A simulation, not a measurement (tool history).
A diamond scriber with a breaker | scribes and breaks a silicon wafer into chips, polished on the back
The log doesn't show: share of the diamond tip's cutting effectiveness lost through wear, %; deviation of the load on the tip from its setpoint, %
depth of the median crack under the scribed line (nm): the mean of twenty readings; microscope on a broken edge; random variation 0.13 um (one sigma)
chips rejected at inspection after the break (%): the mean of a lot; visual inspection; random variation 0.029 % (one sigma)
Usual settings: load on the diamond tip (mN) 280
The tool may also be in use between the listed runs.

run,day,load on the diamond tip (mN),wafers since the last listed run,hours since the diamond tip was replaced,hours since the load on the tip was calibrated,"incoming depth of the damage left on the back of the incoming wafer, um",depth of the median crack under the scribed line (nm),chips rejected at inspection after the break (%)
1,0,256,0,302.6,799.4,0.03,10040,0.96
2,1.242,256,101,332.4,829.2,0.02,9940,1.09
3,2.842,256,131,370.8,867.6,0.03,9650,1.04
# day 3.821: diamond tip replaced by a new one
4,4.771,280,151,22.8,913.9,0.04,10900,0.81
5,6.996,280,182,76.2,967.3,0.02,11020,0.71
6,9.554,280,209,137.6,1028.7,0.02,10770,0.77
7,11.004,280,118,172.4,1063.5,0.04,10660,0.77
8,13.079,335,169,222.2,1113.3,0.03,11450,1.61
9,14.417,335,109,254.3,1145.4,0.04,11720,1.48
10,15.65,280,101,283.9,1175,0.03,10430,0.74
11,18.579,280,239,354.2,1245.3,0.04,10550,0.75
12,20.25,280,136,394.3,1285.4,0.04,10470,0.76
13,22.988,280,224,460,1351.1,0.02,10740,0.79
# day 24.096: diamond tip replaced by a new one
14,24.35,280,104,6.1,1383.8,0.04,10860,0.9
15,25.4,337,86,31.3,1409,0.04,12050,2.3
16,27.267,337,152,76.1,1453.8,0.03,12020,2.33
# day 28.4: load on the tip recalibrated
17,28.571,246,100,107.4,4.1,0.02,9970,1.34
18,29.592,246,83,131.9,28.6,0.05,9850,1.4
19,31.8,255,180,184.9,81.6,0.04,10080,1.21
20,33.929,246,174,236,132.7,0.02,9440,1.46
21,35.283,308,110,268.5,165.2,0.02,10870,0.74
22,37.546,225,185,322.8,219.5,0.02,9290,2.4
23,40.242,328,220,387.5,284.2,0.05,11070,0.8
24,42.25,322,164,435.7,332.4,0.04,10870,0.78
25,44.688,205,199,494.2,390.9,0.01,8700,4.37
# day 44.954: diamond tip replaced by a new one
26,46.017,211,102,25.5,422.8,0.03,9220,2.27
27,47.558,237,126,62.5,459.8,0.02,9760,1.16
28,50.079,223,206,123,520.3,0.05,9460,1.86
29,51.617,363,125,159.9,557.2,0.02,11990,1.93
30,53.054,313,117,194.4,591.7,0.05,10970,0.87
31,54.754,309,139,235.2,632.5,0.04,10960,0.85
32,56.225,280,120,270.5,667.8,0.05,10360,0.77
33,57.608,280,113,303.7,701,0.03,10670,0.76
34,58.871,280,103,334,731.3,0.01,10250,0.72
35,60.862,254,163,381.8,779.1,0.02,9840,1.22
# day 62.4: diamond tip replaced by a new one
36,62.925,257,162,12.6,828.6,0.05,10240,0.78
37,65.633,258,221,77.6,893.6,0.05,10480,0.83
38,67.879,242,183,131.5,947.5,0.02,9860,1.03
39,69.988,280,172,182.1,998.1,0.05,10690,0.77
40,71.438,280,118,216.9,1032.9,0.04,10390,0.72

Forecast each of these 5 alternatives for the next run:
A,71.462,280,2,217.5,1033.5,0.01,?,?
B,71.462,345,2,217.5,1033.5,0.01,?,?
C,71.462,332,2,217.5,1033.5,0.01,?,?
D,71.462,333,2,217.5,1033.5,0.01,?,?
E,71.462,342,2,217.5,1033.5,0.01,?,?

run,depth of the median crack under the scribed line (nm),chips rejected at inspection after the break (%)
A,10480,0.73
B,11630,1.66
C,11400,1.35
D,11420,1.37
E,11580,1.59
Without the tool's hidden state the same runs would have given:
run,depth of the median crack under the scribed line (nm),chips rejected at inspection after the break (%)
A,10470,0.73
B,11620,1.65
C,11390,1.33
D,11410,1.36
E,11570,1.57

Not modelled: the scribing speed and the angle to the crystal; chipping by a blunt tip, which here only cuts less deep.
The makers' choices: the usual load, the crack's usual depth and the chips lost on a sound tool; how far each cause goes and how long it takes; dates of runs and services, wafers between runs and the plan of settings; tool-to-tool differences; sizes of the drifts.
